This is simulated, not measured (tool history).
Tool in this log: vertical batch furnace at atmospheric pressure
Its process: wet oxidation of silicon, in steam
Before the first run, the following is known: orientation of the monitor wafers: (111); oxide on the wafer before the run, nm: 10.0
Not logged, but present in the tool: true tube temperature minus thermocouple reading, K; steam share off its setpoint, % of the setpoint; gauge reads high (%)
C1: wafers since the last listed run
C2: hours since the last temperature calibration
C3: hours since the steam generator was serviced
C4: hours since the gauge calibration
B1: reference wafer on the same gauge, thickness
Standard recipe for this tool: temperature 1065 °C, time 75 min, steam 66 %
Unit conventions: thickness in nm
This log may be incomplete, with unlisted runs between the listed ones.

{"run": 1, "hour": 0.0, "temperature": 1065, "time": 75, "steam": 66, "C1": 0, "C2": 4801.8, "C3": 1038.8, "C4": 22.4, "B1": 632.83, "thickness": 667.8}
{"run": 2, "hour": 22.0, "temperature": 1058, "time": 75, "steam": 66, "C1": 350, "C2": 4823.8, "C3": 1060.8, "C4": 44.4, "B1": 633.65, "thickness": 649.56}
{"run": 3, "hour": 35.1, "temperature": 1058, "time": 75, "steam": 66, "C1": 208, "C2": 4836.9, "C3": 1073.9, "C4": 57.5, "B1": 633.47, "thickness": 650.65}
{"run": 4, "hour": 52.0, "temperature": 1065, "time": 75, "steam": 63, "C1": 269, "C2": 4853.8, "C3": 1090.8, "C4": 74.4, "B1": 633.14, "thickness": 650.11}
{"run": 5, "hour": 74.5, "temperature": 1065, "time": 75, "steam": 63, "C1": 358, "C2": 4876.3, "C3": 1113.3, "C4": 96.9, "B1": 633.42, "thickness": 651.51}
{"run": 6, "hour": 92.4, "temperature": 1065, "time": 75, "steam": 63, "C1": 285, "C2": 4894.2, "C3": 1131.2, "C4": 114.8, "B1": 633.23, "thickness": 651.91}
{"run": 7, "hour": 107.0, "temperature": 1065, "time": 45, "steam": 66, "C1": 232, "C2": 4908.8, "C3": 1145.8, "C4": 129.4, "B1": 633.37, "thickness": 502.37}
{"run": 8, "hour": 137.6, "temperature": 1065, "time": 45, "steam": 66, "C1": 487, "C2": 4939.4, "C3": 1176.4, "C4": 160, "B1": 632.98, "thickness": 501.69}
{"run": 9, "hour": 196.6, "temperature": 1065, "time": 45, "steam": 66, "C1": 940, "C2": 4998.4, "C3": 1235.4, "C4": 219, "B1": 632, "thickness": 501.96}
{"run": 10, "hour": 228.2, "temperature": 1065, "time": 75, "steam": 66, "C1": 503, "C2": 5030, "C3": 1267, "C4": 250.6, "B1": 632.94, "thickness": 667.17}
{"hour": 262.0, "done": "thermocouples replaced and temperature profile calibrated"}
{"run": 11, "hour": 262.5, "temperature": 1065, "time": 75, "steam": 66, "C1": 164, "C2": 0.5, "C3": 1301.3, "C4": 284.9, "B1": 633.85, "thickness": 666.52}
{"run": 12, "hour": 272.4, "temperature": 1065, "time": 75, "steam": 66, "C1": 157, "C2": 10.4, "C3": 1311.2, "C4": 294.8, "B1": 633, "thickness": 669.89}
{"run": 13, "hour": 299.1, "temperature": 1065, "time": 75, "steam": 66, "C1": 425, "C2": 37.1, "C3": 1337.9, "C4": 321.5, "B1": 633.38, "thickness": 666.13}
{"hour": 329.6, "done": "steam generator serviced"}
{"run": 14, "hour": 330.1, "temperature": 1065, "time": 75, "steam": 66, "C1": 111, "C2": 68.1, "C3": 0.5, "C4": 352.5, "B1": 633.03, "thickness": 666.88}
{"run": 15, "hour": 338.0, "temperature": 1065, "time": 75, "steam": 66, "C1": 125, "C2": 76, "C3": 8.4, "C4": 360.4, "B1": 633.4, "thickness": 670.42}
{"run": 16, "hour": 369.2, "temperature": 1045, "time": 54, "steam": 62, "C1": 497, "C2": 107.2, "C3": 39.6, "C4": 391.6, "B1": 632.63, "thickness": 488.41}
{"run": 17, "hour": 393.9, "temperature": 1065, "time": 75, "steam": 63, "C1": 393, "C2": 131.9, "C3": 64.3, "C4": 416.3, "B1": 632.39, "thickness": 651.03}
{"run": 18, "hour": 407.6, "temperature": 1053, "time": 75, "steam": 62, "C1": 218, "C2": 145.6, "C3": 78, "C4": 430, "B1": 632.9, "thickness": 617.99}
{"run": 19, "hour": 429.1, "temperature": 1051, "time": 75, "steam": 66, "C1": 342, "C2": 167.1, "C3": 99.5, "C4": 451.5, "B1": 633.23, "thickness": 632.33}
{"run": 20, "hour": 442.5, "temperature": 1045, "time": 54, "steam": 62, "C1": 213, "C2": 180.5, "C3": 112.9, "C4": 464.9, "B1": 633.1, "thickness": 492.2}
{"run": 21, "hour": 470.6, "temperature": 1049, "time": 93, "steam": 75, "C1": 448, "C2": 208.6, "C3": 141, "C4": 493, "B1": 633.83, "thickness": 758.19}
{"run": 22, "hour": 491.3, "temperature": 1058, "time": 75, "steam": 66, "C1": 330, "C2": 229.3, "C3": 161.7, "C4": 513.7, "B1": 632.95, "thickness": 648.72}
{"run": 23, "hour": 523.4, "temperature": 1051, "time": 75, "steam": 70, "C1": 511, "C2": 261.4, "C3": 193.8, "C4": 545.8, "B1": 633.29, "thickness": 651.99}
{"run": 24, "hour": 546.0, "temperature": 1065, "time": 75, "steam": 77, "C1": 360, "C2": 284, "C3": 216.4, "C4": 568.4, "B1": 632.96, "thickness": 733.33}
{"hour": 549.1, "done": "gauge calibrated"}
{"run": 25, "hour": 561.3, "temperature": 1077, "time": 59.5, "steam": 56, "C1": 243, "C2": 299.3, "C3": 231.7, "C4": 12.2, "B1": 633.51, "thickness": 562.44}
{"run": 26, "hour": 578.2, "temperature": 1047, "time": 97.5, "steam": 78, "C1": 269, "C2": 316.2, "C3": 248.6, "C4": 29.1, "B1": 632.61, "thickness": 792.08}
{"run": 27, "hour": 607.8, "temperature": 1073, "time": 44.5, "steam": 61, "C1": 472, "C2": 345.8, "C3": 278.2, "C4": 58.7, "B1": 632.47, "thickness": 493.43}
{"run": 28, "hour": 632.7, "temperature": 1088, "time": 53, "steam": 66, "C1": 397, "C2": 370.7, "C3": 303.1, "C4": 83.6, "B1": 633.12, "thickness": 601.63}
{"run": 29, "hour": 660.5, "temperature": 1065, "time": 75, "steam": 66, "C1": 443, "C2": 398.5, "C3": 330.9, "C4": 111.4, "B1": 632.37, "thickness": 666.3}
{"run": 30, "hour": 689.5, "temperature": 1080, "time": 91, "steam": 56, "C1": 462, "C2": 427.5, "C3": 359.9, "C4": 140.4, "B1": 633.03, "thickness": 717.16}
{"run": 31, "hour": 713.7, "temperature": 1086, "time": 75, "steam": 70, "C1": 385, "C2": 451.7, "C3": 384.1, "C4": 164.6, "B1": 633.39, "thickness": 746.99}

5 ways to go on from here, each from the tool as it stands after run 31. What would each give?
{"run": "A", "hour": 719.4, "temperature": 1065, "time": 75, "steam": 66, "C1": 90, "C2": 457.4, "C3": 389.8, "C4": 170.3, "B1": "?", "thickness": "?"}
{"run": "B", "hour": 719.4, "temperature": 1058, "time": 54.5, "steam": 54, "C1": 90, "C2": 457.4, "C3": 389.8, "C4": 170.3, "B1": "?", "thickness": "?"}
{"run": "C", "hour": 719.4, "temperature": 1074, "time": 38, "steam": 58, "C1": 90, "C2": 457.4, "C3": 389.8, "C4": 170.3, "B1": "?", "thickness": "?"}
{"run": "D", "hour": 719.4, "temperature": 1065, "time": 48.5, "steam": 59, "C1": 90, "C2": 457.4, "C3": 389.8, "C4": 170.3, "B1": "?", "thickness": "?"}
{"run": "E", "hour": 719.4, "temperature": 1044, "time": 55, "steam": 73, "C1": 90, "C2": 457.4, "C3": 389.8, "C4": 170.3, "B1": "?", "thickness": "?"}

run=A B1=633.34 thickness=665.29
run=B B1=633.34 thickness=481.51
run=C B1=633.34 thickness=438.02
run=D B1=633.34 thickness=488.82
run=E B1=633.34 thickness=540.73
Without the tool's unlogged condition, the same runs would have read:
run=A thickness=665.29
run=B thickness=481.51
run=C thickness=438.02
run=D thickness=488.82
run=E thickness=540.73

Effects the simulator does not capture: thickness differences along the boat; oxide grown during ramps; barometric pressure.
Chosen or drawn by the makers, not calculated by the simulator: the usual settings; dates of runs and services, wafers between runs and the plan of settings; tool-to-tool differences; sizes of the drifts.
